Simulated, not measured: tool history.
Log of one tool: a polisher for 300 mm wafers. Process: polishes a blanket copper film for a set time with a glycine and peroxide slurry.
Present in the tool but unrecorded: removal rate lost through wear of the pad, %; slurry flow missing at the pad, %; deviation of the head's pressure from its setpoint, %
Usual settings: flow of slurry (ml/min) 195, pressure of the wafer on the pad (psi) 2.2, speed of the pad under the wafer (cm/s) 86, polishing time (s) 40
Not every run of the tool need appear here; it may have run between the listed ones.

run    hour  flow of slurry (ml/min)  pressure of the wafer on the pad (psi)  speed of the pad under the wafer (cm/s)  polishing time (s)  wafers since the last listed run  wafers polished on this pad  hours since the slurry nozzle was cleaned  hours since the head pressure was calibrated  incoming thickness of the incoming film, nm  film removed (Å)
  1     0.0                      195                                     2.2                                       86                  40                                 0                         4592                                      836.1                                         439.4                                       2277.6              1718
        8.0  -- slurry nozzle cleaned
       38.0  -- worn pad replaced by a new one
  2    66.3                      195                                     2.2                                       86                  44                               666                          307                                       58.3                                         505.7                                       2258.5              2017
      163.1  -- head pressure recalibrated
  3   195.6                      195                                     2.2                                       76                  40                              1384                         1692                                      187.6                                          32.5                                       2251.5              1607
  4   280.0                      195                                     2.2                                       76                  40                               917                         2609                                      272.0                                         116.9                                       2228.1              1607
  5   359.7                      195                                     2.2                                       86                  40                               866                         3476                                      351.7                                         196.6                                       2252.3              1703
  6   448.0                      195                                     2.2                                       86                  40                               960                         4436                                      440.0                                         284.9                                       2228.5              1705
  7   485.3                      195                                     2.2                                       86                  40                               405                         4842                                      477.3                                         322.2                                       2220.0              1682
      494.0  -- worn pad replaced by a new one
  8   536.2                      195                                     2.2                                       86                  40                               510                          459                                      528.2                                         373.1                                       2211.7              1865
  9   623.6                      195                                     2.2                                       86                  40                               950                         1409                                      615.6                                         460.5                                       2220.3              1833
      680.7  -- head pressure recalibrated
 10   689.6                      195                                     2.2                                       86                  40                               695                         2105                                      681.6                                           8.9                                       2228.2              1746
 11   769.7                      195                                     2.2                                       86                  40                               871                         2976                                      761.7                                          89.0                                       2264.2              1753
      773.6  -- slurry nozzle cleaned
 12   875.3                      195                                     2.2                                       86                  40                              1137                         4114                                      101.7                                         194.6                                       2231.1              1702
 13   973.3                      195                                     2.2                                       86                  40                              1065                         5179                                      199.7                                         292.6                                       2231.8              1662
      985.6  -- worn pad replaced by a new one
 14  1063.0                      195                                     2.2                                       86                  40                               931                          841                                      289.4                                         382.3                                       2246.1              1838
 15  1160.5                      235                                     2.2                                       86                  48                              1060                         1901                                      386.9                                         479.8                                       2223.0              2224
 16  1263.1                      195                                     2.2                                       86                  40                              1115                         3017                                      489.5                                         582.4                                       2249.1              1828
     1308.1  -- head pressure recalibrated
 17  1312.0                      195                                     2.2                                       86                  40                               510                         3527                                      538.4                                           3.9                                       2223.7              1745
 18  1357.1                      195                                     2.2                                       86                  45                               490                         4018                                      583.5                                          49.0                                       2256.3              1919
     1387.2  -- worn pad replaced by a new one
 19  1415.3                      195                                     2.2                                       86                  40                               589                          305                                      641.7                                         107.2                                       2277.3              1826
 20  1495.7                      195                                     2.2                                       86                  40                               874                         1180                                      722.1                                         187.6                                       2251.3              1815
     1512.1  -- slurry nozzle cleaned
 21  1537.4                      195                                     2.2                                       86                  40                               442                         1622                                       25.3                                         229.3                                       2272.7              1812
 22  1584.3                      195                                     1.5                                       86                  40                               510                         2132                                       72.2                                         276.2                                       2261.1              1383
 23  1681.8                      195                                     2.2                                      114                  32                              1060                         3192                                      169.7                                         373.7                                       2276.4              1788
     1798.4  -- worn pad replaced by a new one
     1880.1  -- head pressure recalibrated
 24  2004.0                      160                                     2.5                                       64                  26                              3438                         2214                                      491.9                                         123.9                                       2294.9               995
 25  2042.1                      250                                     2.2                                      100                  35                               414                         2628                                      530.0                                         162.0                                       2230.2              1835
 26  2081.1                      195                                     2.2                                       96                  40                               424                         3052                                      569.0                                         201.0                                       2233.5              1921
 27  2180.1                      175                                     2.2                                       70                  40                              1076                         4129                                      668.0                                         300.0                                       2203.9              1479
     2204.9  -- worn pad replaced by a new one
 28  2234.6                      250                                     2.7                                      104                  53                               549                          323                                      722.5                                         354.5                                       2290.5              3496

3 options for the next run, each taken on its own from the tool as it stands now. Forecast them:
  A  2235.0                      195                                     2.2                                       86                  40                                 4                          327                                      722.9                                         354.9                                       2240.4                 ?
  B  2235.0                      195                                     1.7                                       86                  40                                 4                          327                                      722.9                                         354.9                                       2240.4                 ?
  C  2235.0                      195                                     2.2                                       86                  28                                 4                          327                                      722.9                                         354.9                                       2240.4                 ?

run  film removed (Å)
  A              1820
  B              1502
  C              1274
With no hidden state in the tool, these same runs would have given:
run  film removed (Å)
  A              1759
  B              1455
  C              1232
